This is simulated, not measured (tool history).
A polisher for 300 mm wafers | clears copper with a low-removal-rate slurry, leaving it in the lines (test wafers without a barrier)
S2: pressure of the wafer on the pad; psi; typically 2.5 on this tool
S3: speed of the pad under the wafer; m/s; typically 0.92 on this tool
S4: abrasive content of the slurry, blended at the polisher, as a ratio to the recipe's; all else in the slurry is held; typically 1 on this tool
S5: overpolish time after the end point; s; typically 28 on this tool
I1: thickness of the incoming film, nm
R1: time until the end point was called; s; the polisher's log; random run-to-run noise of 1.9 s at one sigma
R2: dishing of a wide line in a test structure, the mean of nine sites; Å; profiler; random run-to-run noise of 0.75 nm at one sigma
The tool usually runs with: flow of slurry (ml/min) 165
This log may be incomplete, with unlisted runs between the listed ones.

Run 1, hour 0: usual settings but S2 2 psi; I1 375.2. Result: R1 170.7 s, R2 396 Å.
At hour 15.6: worn pad replaced by a new one.
Run 2, hour 31.9: usual settings but S2 2 psi; I1 367.3. Result: R1 166.3 s, R2 381 Å.
Run 3, hour 47.7: usual settings but S3 1 m/s, S5 37 s; I1 369.5. Result: R1 125.5 s, R2 620 Å.
At hour 50.8: slurry blender recalibrated.
Run 4, hour 80.1: usual settings; I1 373.4. Result: R1 138.9 s, R2 484 Å.
At hour 163.2: slurry nozzle cleaned.
At hour 164.1: worn pad replaced by a new one.
Run 5, hour 164.6: usual settings; I1 370.7. Result: R1 139.4 s, R2 480 Å.
Run 6, hour 182.2: usual settings but S5 41 s; I1 372.9. Result: R1 139.4 s, R2 629 Å.
Run 7, hour 208.3: usual settings but S5 41 s; I1 363.9. Result: R1 132.4 s, R2 622 Å.
Run 8, hour 232.2: usual settings but S5 41 s; I1 364.1. Result: R1 135.3 s, R2 625 Å.
Run 9, hour 250.7: usual settings but S4 1.3; I1 370. Result: R1 132.8 s, R2 487 Å.
At hour 255: head pressure recalibrated.
Run 10, hour 283.2: usual settings but flow of slurry (ml/min) 145, S2 1.8 psi; I1 371.7. Result: R1 211.7 s, R2 325 Å.
At hour 307.7: worn pad replaced by a new one.
Run 11, hour 315.6: usual settings but S2 3 psi, S5 22 s; I1 370.3. Result: R1 122 s, R2 428 Å.
Run 12, hour 345.2: usual settings but flow of slurry (ml/min) 120, S5 43 s; I1 372.2. Result: R1 150.7 s, R2 598 Å.
At hour 375.7: slurry blender recalibrated.
Run 13, hour 376.2: usual settings but S4 0.85; I1 369.9. Result: R1 149.9 s, R2 465 Å.
Run 14, hour 405.4: usual settings but S2 2.8 psi; I1 364. Result: R1 127.3 s, R2 509 Å.
Run 15, hour 425.8: usual settings but S2 3.4 psi, S5 44 s; I1 367.8. Result: R1 106.8 s, R2 788 Å.
Run 16, hour 445.4: usual settings but S5 17 s; I1 376.5. Result: R1 143.1 s, R2 312 Å.
At hour 455.4: worn pad replaced by a new one.
Run 17, hour 469.8: usual settings; I1 374.1. Result: R1 143.1 s, R2 460 Å.

Had the tool no unlogged condition, and each run kept its random variation, what would the results have been?
The hidden state here: removal rate lost through wear of the pad, %; slurry flow missing at the pad, %; deviation of the head's pressure from its setpoint, %; abrasive missing from the slurry, %.
run     R1   R2
  1  189.2  363
  2  184.5  349
  3  139.4  572
  4  154.4  443
  5  155.3  439
  6  155.3  579
  7  147.6  573
  8  150.9  576
  9  148.1  445
 10  215.8  319
 11    126  417
 12  157.3  579
 13    158  445
 14  135.2  485
 15  114.1  753
 16  153.5  293
 17  154.3  432
